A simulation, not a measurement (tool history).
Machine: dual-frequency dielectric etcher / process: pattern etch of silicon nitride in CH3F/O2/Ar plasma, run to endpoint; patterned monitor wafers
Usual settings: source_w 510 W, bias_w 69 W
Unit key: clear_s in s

run     day  source_w  bias_w  incoming incoming film thickness, nm  clear_s
  1       0       510      69                                  58.4     73.6
  2   0.725       510      69                                  58.5     74.9
  3   1.304       580      69                                  58.1     70.3
  4   2.975       580      56                                  57.7     71.6
  5   3.496       580      56                                  58.4     73.1
  6   3.783       480      69                                  57.9     75.8
  7   4.321       480      69                                  58.4     77.9
  8   4.612       480      69                                  58.3     77.7
  9   5.217       510      69                                  58.1     74.6
 10   5.529       510      69                                  58.2     75.5
 11   6.279       510      69                                  58.8     75.9
 12   6.592       510      64                                  58.1     75.9
 13   7.342       510      64                                  58.2     76.1
 14   9.488       510      64                                  58.2     76.3
      9.671  -- bias power generator calibrated
 15  10.058       510      69                                  58.4     77.3
 16  10.808       510      69                                  58.1       75
 17  11.121       510      69                                  57.5     75.5
     12.533  -- upper electrode replaced
     12.667  -- wet clean of the chamber
 18  12.688       510      69                                  57.3     78.2
 19    12.7       510      69                                  58.2     78.4
 20  12.817       510      69                                  58.5     78.9
     13.412  -- source power generator calibrated
 21  13.433       510      60                                  58.1     81.1
 22  13.846       620      69                                  58.4     73.1
 23  14.292       400      54                                  58.5     93.9
 24  14.929       470      86                                  58.3     78.4
 25  15.383       510      69                                    58     79.7
     16.721  -- wet clean of the chamber, repeated, since the last time left the tool worse
 26  16.742       550      69                                  58.5     70.7
 27  16.754       590      82                                  58.7     66.9
 28  16.942       510      56                                  57.8     76.5
 29  17.642       510      69                                  58.1     72.3
 30  18.192       510      69                                  57.9     73.5
 31  18.588       640      52                                  58.2     69.7
 32  18.979       470      55                                  58.3     79.9
 33  19.546       560      69                                  57.9     71.1
 34  19.988       590      69                                  58.5     69.8
 35  21.342       410      58                                    58     84.6

Pick out some run-to-run changes in clear_s. Of each, how much would a tool without hidden state show as well, from the settings, what came in and chance, and how much is left for the hidden state and any gauge scatter not in both results compared?
Unlogged tool condition in this case: etch rate over this chamber's usual, %; source power that arrives over what is set, %; bias power that arrives over what is set, %.
Run 17 -> 18: upper electrode replaced, wet clean of the chamber. clear_s +2.7 s: hidden state +2.2, all else +0.5.
Run 22 -> 23: source_w 620 -> 400, bias_w 69 -> 54. clear_s +20.8 s: hidden state +1.4, all else +19.4.
Run 23 -> 24: source_w 400 -> 470, bias_w 54 -> 86. clear_s -15.5 s: hidden state -0.8, all else -14.7.
Run 25 -> 26: source_w 510 -> 550, wet clean of the chamber, repeated, since the last time left the tool worse. clear_s -9 s: hidden state -5.4, all else -3.6.
Run 34 -> 35: source_w 590 -> 410, bias_w 69 -> 58. clear_s +14.8 s: hidden state +0.4, all else +14.4.

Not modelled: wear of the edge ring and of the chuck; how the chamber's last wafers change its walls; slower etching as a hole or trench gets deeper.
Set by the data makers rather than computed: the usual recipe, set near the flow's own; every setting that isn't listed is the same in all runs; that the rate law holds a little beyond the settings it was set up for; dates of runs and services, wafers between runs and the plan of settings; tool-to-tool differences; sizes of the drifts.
